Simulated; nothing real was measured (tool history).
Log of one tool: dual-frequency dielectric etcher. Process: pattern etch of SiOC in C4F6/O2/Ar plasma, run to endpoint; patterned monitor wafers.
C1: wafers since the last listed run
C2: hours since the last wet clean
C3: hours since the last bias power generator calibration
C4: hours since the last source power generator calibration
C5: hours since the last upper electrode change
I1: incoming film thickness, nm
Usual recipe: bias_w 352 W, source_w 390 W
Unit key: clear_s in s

Run 1, hour 0.0: usual settings but bias_w 422 W; C1 0; C2 379.8; C3 1389.3; C4 3951.2; C5 2838.9; I1 26.21. Result: clear_s 10.2 s.
Run 2, hour 15.7: usual settings; C1 287; C2 395.5; C3 1405.0; C4 3966.9; C5 2854.6; I1 26.48. Result: clear_s 10.9 s.
Run 3, hour 28.9: usual settings; C1 241; C2 408.7; C3 1418.2; C4 3980.1; C5 2867.8; I1 26.59. Result: clear_s 10.9 s.
Run 4, hour 39.7: usual settings; C1 197; C2 419.5; C3 1429.0; C4 3990.9; C5 2878.6; I1 26.59. Result: clear_s 10.9 s.
Run 5, hour 52.5: usual settings but bias_w 405 W; C1 234; C2 432.3; C3 1441.8; C4 4003.7; C5 2891.4; I1 26.53. Result: clear_s 10.5 s.
Run 6, hour 64.5: usual settings but bias_w 375 W; C1 219; C2 444.3; C3 1453.8; C4 4015.7; C5 2903.4; I1 26.35. Result: clear_s 10.8 s.
Run 7, hour 74.4: usual settings but bias_w 375 W; C1 181; C2 454.2; C3 1463.7; C4 4025.6; C5 2913.3; I1 26.52. Result: clear_s 10.7 s.
Run 8, hour 83.6: usual settings but bias_w 375 W; C1 168; C2 463.4; C3 1472.9; C4 4034.8; C5 2922.5; I1 26.31. Result: clear_s 10.8 s.
Run 9, hour 90.9: usual settings; C1 133; C2 470.7; C3 1480.2; C4 4042.1; C5 2929.8; I1 26.35. Result: clear_s 10.9 s.
At hour 124.0: upper electrode replaced.
At hour 136.0: wet clean of the chamber.
Run 10, hour 136.5: usual settings; C1 174; C2 0.5; C3 1525.8; C4 4087.7; C5 12.5; I1 26.60. Result: clear_s 10.4 s.
Run 11, hour 136.8: usual settings; C1 5; C2 0.8; C3 1526.1; C4 4088.0; C5 12.8; I1 26.39. Result: clear_s 10.4 s.
Run 12, hour 137.2: usual settings but bias_w 414 W; C1 7; C2 1.2; C3 1526.5; C4 4088.4; C5 13.2; I1 26.41. Result: clear_s 10.1 s.
Run 13, hour 137.5: usual settings but bias_w 414 W; C1 5; C2 1.5; C3 1526.8; C4 4088.7; C5 13.5; I1 26.55. Result: clear_s 10.0 s.
Run 14, hour 143.5: usual settings but bias_w 414 W; C1 109; C2 7.5; C3 1532.8; C4 4094.7; C5 19.5; I1 26.57. Result: clear_s 10.0 s.
Run 15, hour 153.2: usual settings; C1 177; C2 17.2; C3 1542.5; C4 4104.4; C5 29.2; I1 26.63. Result: clear_s 10.6 s.
At hour 171.1: source power generator calibrated.
Run 16, hour 171.6: usual settings; C1 263; C2 35.6; C3 1560.9; C4 0.5; C5 47.6; I1 26.45. Result: clear_s 10.4 s.
Run 17, hour 176.9: usual settings but bias_w 292 W, source_w 430 W; C1 97; C2 40.9; C3 1566.2; C4 5.8; C5 52.9; I1 26.46. Result: clear_s 10.4 s.
At hour 200.3: bias power generator calibrated.
Run 18, hour 209.9: usual settings but bias_w 383 W, source_w 430 W; C1 530; C2 73.9; C3 9.6; C4 38.8; C5 85.9; I1 26.37. Result: clear_s 9.7 s.
Run 19, hour 218.5: usual settings but bias_w 284 W; C1 157; C2 82.5; C3 18.2; C4 47.4; C5 94.5; I1 26.47. Result: clear_s 11.0 s.
Run 20, hour 224.9: usual settings; C1 117; C2 88.9; C3 24.6; C4 53.8; C5 100.9; I1 26.68. Result: clear_s 10.6 s.
Run 21, hour 231.8: usual settings but source_w 310 W; C1 126; C2 95.8; C3 31.5; C4 60.7; C5 107.8; I1 26.26. Result: clear_s 12.2 s.
Run 22, hour 248.3: usual settings but bias_w 290 W, source_w 350 W; C1 302; C2 112.3; C3 48.0; C4 77.2; C5 124.3; I1 26.31. Result: clear_s 11.9 s.
Run 23, hour 254.3: usual settings but bias_w 265 W, source_w 460 W; C1 109; C2 118.3; C3 54.0; C4 83.2; C5 130.3; I1 26.60. Result: clear_s 10.3 s.
Run 24, hour 263.9: usual settings but source_w 450 W; C1 175; C2 127.9; C3 63.6; C4 92.8; C5 139.9; I1 26.60. Result: clear_s 9.8 s.
Run 25, hour 274.3: usual settings; C1 190; C2 138.3; C3 74.0; C4 103.2; C5 150.3; I1 26.71. Result: clear_s 10.7 s.
Run 26, hour 281.5: usual settings but bias_w 304 W; C1 131; C2 145.5; C3 81.2; C4 110.4; C5 157.5; I1 26.55. Result: clear_s 11.0 s.
Run 27, hour 290.1: usual settings but bias_w 394 W, source_w 330 W; C1 157; C2 154.1; C3 89.8; C4 119.0; C5 166.1; I1 26.60. Result: clear_s 11.5 s.
Run 28, hour 302.7: usual settings; C1 230; C2 166.7; C3 102.4; C4 131.6; C5 178.7; I1 26.35. Result: clear_s 10.5 s.
Run 29, hour 308.9: usual settings but bias_w 304 W; C1 113; C2 172.9; C3 108.6; C4 137.8; C5 184.9; I1 26.61. Result: clear_s 11.0 s.
Run 30, hour 325.1: usual settings but source_w 340 W; C1 296; C2 189.1; C3 124.8; C4 154.0; C5 201.1; I1 26.84. Result: clear_s 11.6 s.
Run 31, hour 338.4: usual settings; C1 243; C2 202.4; C3 138.1; C4 167.3; C5 214.4; I1 26.19. Result: clear_s 10.6 s.
Run 32, hour 350.7: usual settings; C1 225; C2 214.7; C3 150.4; C4 179.6; C5 226.7; I1 26.29. Result: clear_s 10.6 s.
Run 33, hour 365.8: usual settings; C1 276; C2 229.8; C3 165.5; C4 194.7; C5 241.8; I1 26.42. Result: clear_s 10.8 s.

Table of differences, measured result less the result of that run with no hidden state. Run-to-run variation is the same in both. Gauge scatter possibly is not:
Hidden state at play: etch rate over this chamber's usual, %; bias power that arrives over what is set, %; source power that arrives over what is set, %.
run  clear_s
  1     +0.3
  2     +0.4
  3     +0.4
  4     +0.4
  5     +0.4
  6     +0.5
  7     +0.4
  8     +0.5
  9     +0.5
 10     -0.1
 11     +0.0
 12     +0.0
 13     -0.1
 14     +0.0
 15     +0.0
 16     +0.0
 17     +0.0
 18     +0.1
 19     +0.0
 20     +0.1
 21     +0.1
 22     +0.1
 23     +0.1
 24     +0.0
 25     +0.1
 26     +0.1
 27     +0.1
 28     +0.1
 29     +0.1
 30     +0.1
 31     +0.2
 32     +0.1
 33     +0.2
